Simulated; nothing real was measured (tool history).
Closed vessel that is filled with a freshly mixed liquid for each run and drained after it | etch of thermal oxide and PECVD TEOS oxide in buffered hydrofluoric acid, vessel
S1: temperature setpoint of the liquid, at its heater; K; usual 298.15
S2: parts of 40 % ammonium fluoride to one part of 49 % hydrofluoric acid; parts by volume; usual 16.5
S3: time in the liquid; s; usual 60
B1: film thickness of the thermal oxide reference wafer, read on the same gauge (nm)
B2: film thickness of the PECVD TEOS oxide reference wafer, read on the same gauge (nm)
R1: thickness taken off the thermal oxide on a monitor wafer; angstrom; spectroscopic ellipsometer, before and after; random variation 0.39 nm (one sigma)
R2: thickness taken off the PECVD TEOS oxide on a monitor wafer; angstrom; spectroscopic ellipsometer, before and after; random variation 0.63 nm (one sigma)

| run | hour | S1 | S2 | S3 | B1 | B2 | R1 | R2 |
|---|---|---|---|---|---|---|---|---|
| 1 | 0 | 299.15 | 16.5 | 60 | 110.01 | 60.02 | 554.6 | 1298 |
| 2 | 20.4 | 300.15 | 12 | 35 | 110.02 | 59.97 | 466.1 | 1088.8 |
| 3 | 33.2 | 298.15 | 16.5 | 60 | 110.03 | 60 | 520.8 | 1251.2 |
| 4 | 47.9 | 293.65 | 11.5 | 95 | 109.98 | 60 | 921.8 | 2174.2 |
| 5 | 66 | 293.15 | 16.5 | 60 | 110.03 | 60 | 400.6 | 945.6 |
| 6 | 88.3 | 300.65 | 19 | 40 | 110.03 | 60 | 342.5 | 830.3 |
|  | 94.8 | gauge calibrated |
| 7 | 107.5 | 298.15 | 16.5 | 60 | 110.01 | 60.02 | 519 | 1246.5 |
| 8 | 139.5 | 300.65 | 16.5 | 60 | 110.02 | 59.99 | 609.1 | 1427.5 |
|  | 160.9 | thermometer replaced |
| 9 | 167.9 | 298.15 | 16.5 | 60 | 110.01 | 60.03 | 456.3 | 1080 |
| 10 | 230.3 | 293.15 | 20 | 60 | 109.98 | 59.98 | 284.4 | 677.9 |
|  | 265.9 | hydrofluoric acid flow meter replaced |
| 11 | 286.1 | 301.15 | 13.5 | 95 | 110 | 59.98 | 934.6 | 2245.2 |
| 12 | 304.6 | 298.15 | 16.5 | 60 | 110.02 | 60.02 | 421 | 985.6 |
| 13 | 339.2 | 298.15 | 10.5 | 60 | 110 | 59.96 | 664.1 | 1552.2 |
| 14 | 364.1 | 300.65 | 18 | 75 | 110 | 60.02 | 553.9 | 1321 |
| 15 | 399.1 | 301.65 | 11.5 | 30 | 109.97 | 59.99 | 369 | 856.6 |
| 16 | 430.1 | 302.65 | 20 | 85 | 110 | 60.01 | 630.3 | 1507.8 |
| 17 | 465.8 | 294.65 | 12.5 | 75 | 110.04 | 60.01 | 585.4 | 1367.3 |
| 18 | 488.4 | 299.65 | 16.5 | 60 | 110.02 | 60.01 | 464.8 | 1105.4 |
| 19 | 501.3 | 298.15 | 20.5 | 60 | 109.99 | 60.02 | 349.1 | 823.6 |
| 20 | 528.4 | 303.15 | 13 | 35 | 109.99 | 60.04 | 409.9 | 973.7 |
| 21 | 550.1 | 298.15 | 16.5 | 60 | 110 | 59.95 | 432.5 | 1024.3 |
| 22 | 563.4 | 301.15 | 14 | 90 | 109.99 | 60.01 | 889.1 | 2104.6 |
| 23 | 587.4 | 302.15 | 11.5 | 60 | 109.99 | 60.02 | 756.2 | 1791 |
| 24 | 618.6 | 298.15 | 16.5 | 40 | 110 | 59.99 | 285.9 | 687.3 |
| 25 | 653.2 | 298.15 | 16.5 | 60 | 110 | 59.97 | 429.6 | 1017 |

5 ways to go on from here, each from the tool as it stands after run 25. What would each give?
| A | 653.9 | 301.65 | 16.5 | 60 | ? | ? | ? | ? |
| B | 653.9 | 298.15 | 16.5 | 75 | ? | ? | ? | ? |
| C | 653.9 | 299.65 | 13 | 60 | ? | ? | ? | ? |
| D | 653.9 | 298.15 | 12 | 60 | ? | ? | ? | ? |
| E | 653.9 | 295.15 | 19 | 60 | ? | ? | ? | ? |

| run | B1 | B2 | R1 | R2 |
|---|---|---|---|---|
| A | 109.96 | 59.94 | 519.2 | 1237.1 |
| B | 109.96 | 59.94 | 538.1 | 1282.1 |
| C | 109.96 | 59.94 | 589.6 | 1404.9 |
| D | 109.96 | 59.94 | 588.2 | 1401.5 |
| E | 109.96 | 59.94 | 317.9 | 757.5 |
Without the tool's hidden state the same runs would have given:
| run | R1 | R2 |
|---|---|---|
| A | 496.5 | 1183 |
| B | 514.2 | 1225.3 |
| C | 563.7 | 1343.2 |
| D | 562.2 | 1339.6 |
| E | 303.7 | 723.6 |

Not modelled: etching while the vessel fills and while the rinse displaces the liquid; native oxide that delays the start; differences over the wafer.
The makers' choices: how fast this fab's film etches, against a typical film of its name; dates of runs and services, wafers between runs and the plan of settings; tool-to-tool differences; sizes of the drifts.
